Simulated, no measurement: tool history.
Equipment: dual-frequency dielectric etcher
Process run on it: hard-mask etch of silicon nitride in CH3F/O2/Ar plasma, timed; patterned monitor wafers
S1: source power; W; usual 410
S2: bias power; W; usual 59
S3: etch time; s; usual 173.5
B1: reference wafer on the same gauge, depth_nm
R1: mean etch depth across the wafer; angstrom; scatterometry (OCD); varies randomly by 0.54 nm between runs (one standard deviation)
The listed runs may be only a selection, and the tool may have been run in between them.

{"run": 1, "hour": 0.0, "S1": 440, "S2": 59, "S3": 173.5, "B1": 95.2, "R1": 1163}
{"run": 2, "hour": 11.3, "S1": 440, "S2": 59, "S3": 173.5, "B1": 94.9, "R1": 1151}
{"run": 3, "hour": 21.3, "S1": 410, "S2": 59, "S3": 173.5, "B1": 95, "R1": 1123}
{"run": 4, "hour": 37.5, "S1": 410, "S2": 59, "S3": 173.5, "B1": 94.8, "R1": 1124}
{"run": 5, "hour": 51.9, "S1": 410, "S2": 59, "S3": 173.5, "B1": 95.1, "R1": 1129}
{"run": 6, "hour": 66.5, "S1": 410, "S2": 59, "S3": 173.5, "B1": 94.7, "R1": 1126}
{"run": 7, "hour": 78.4, "S1": 410, "S2": 59, "S3": 173.5, "B1": 95.1, "R1": 1135}
{"hour": 103.3, "done": "upper electrode replaced"}
{"run": 8, "hour": 103.8, "S1": 410, "S2": 59, "S3": 173.5, "B1": 95, "R1": 1126}
{"run": 9, "hour": 104.2, "S1": 410, "S2": 59, "S3": 173.5, "B1": 94.9, "R1": 1138}
{"run": 10, "hour": 107.9, "S1": 410, "S2": 59, "S3": 173.5, "B1": 95.1, "R1": 1121}
{"run": 11, "hour": 120.3, "S1": 330, "S2": 59, "S3": 214.5, "B1": 94.7, "R1": 1303}
{"run": 12, "hour": 131.7, "S1": 330, "S2": 59, "S3": 214.5, "B1": 95.1, "R1": 1301}
{"run": 13, "hour": 144.8, "S1": 480, "S2": 51, "S3": 173.5, "B1": 94.9, "R1": 1105}
{"hour": 153.2, "done": "source power generator calibrated"}
{"run": 14, "hour": 154.8, "S1": 480, "S2": 51, "S3": 173.5, "B1": 94.9, "R1": 1099}
{"run": 15, "hour": 162.4, "S1": 350, "S2": 55, "S3": 151.5, "B1": 94.9, "R1": 904}
{"hour": 171.4, "done": "gauge calibrated"}
{"run": 16, "hour": 178.2, "S1": 410, "S2": 70, "S3": 173.5, "B1": 94.9, "R1": 1234}
{"hour": 209.3, "done": "wet clean of the chamber"}
{"hour": 211.6, "done": "bias power generator calibrated"}
{"run": 17, "hour": 212.1, "S1": 480, "S2": 65, "S3": 130.5, "B1": 95, "R1": 941}
{"run": 18, "hour": 212.5, "S1": 410, "S2": 59, "S3": 129, "B1": 94.7, "R1": 837}
{"run": 19, "hour": 212.8, "S1": 410, "S2": 59, "S3": 193.5, "B1": 95.1, "R1": 1266}
{"run": 20, "hour": 218.7, "S1": 480, "S2": 51, "S3": 173.5, "B1": 95, "R1": 1100}
{"run": 21, "hour": 232.6, "S1": 410, "S2": 59, "S3": 201.5, "B1": 94.8, "R1": 1315}
{"run": 22, "hour": 244.9, "S1": 410, "S2": 59, "S3": 159, "B1": 95, "R1": 1034}
{"run": 23, "hour": 252.8, "S1": 370, "S2": 69, "S3": 203.5, "B1": 94.9, "R1": 1393}
{"run": 24, "hour": 265.8, "S1": 410, "S2": 50, "S3": 173.5, "B1": 95, "R1": 1044}
{"run": 25, "hour": 289.0, "S1": 510, "S2": 51, "S3": 173.5, "B1": 95.1, "R1": 1123}
{"run": 26, "hour": 298.1, "S1": 410, "S2": 59, "S3": 173.5, "B1": 95, "R1": 1138}
{"run": 27, "hour": 309.6, "S1": 410, "S2": 59, "S3": 173.5, "B1": 95.2, "R1": 1126}
{"run": 28, "hour": 328.0, "S1": 320, "S2": 69, "S3": 200, "B1": 95.2, "R1": 1308}
{"run": 29, "hour": 340.4, "S1": 440, "S2": 47, "S3": 123.5, "B1": 95, "R1": 734}
{"run": 30, "hour": 356.4, "S1": 320, "S2": 53, "S3": 146.5, "B1": 94.8, "R1": 840}

What the log doesn't show, run by run:
etch rate over this chamber's usual, %: 0 in every run
source power that arrives over what is set, %: 0 in every run
bias power that arrives over what is set, %: 0 in every run
gauge reads high (%): 0 in every run
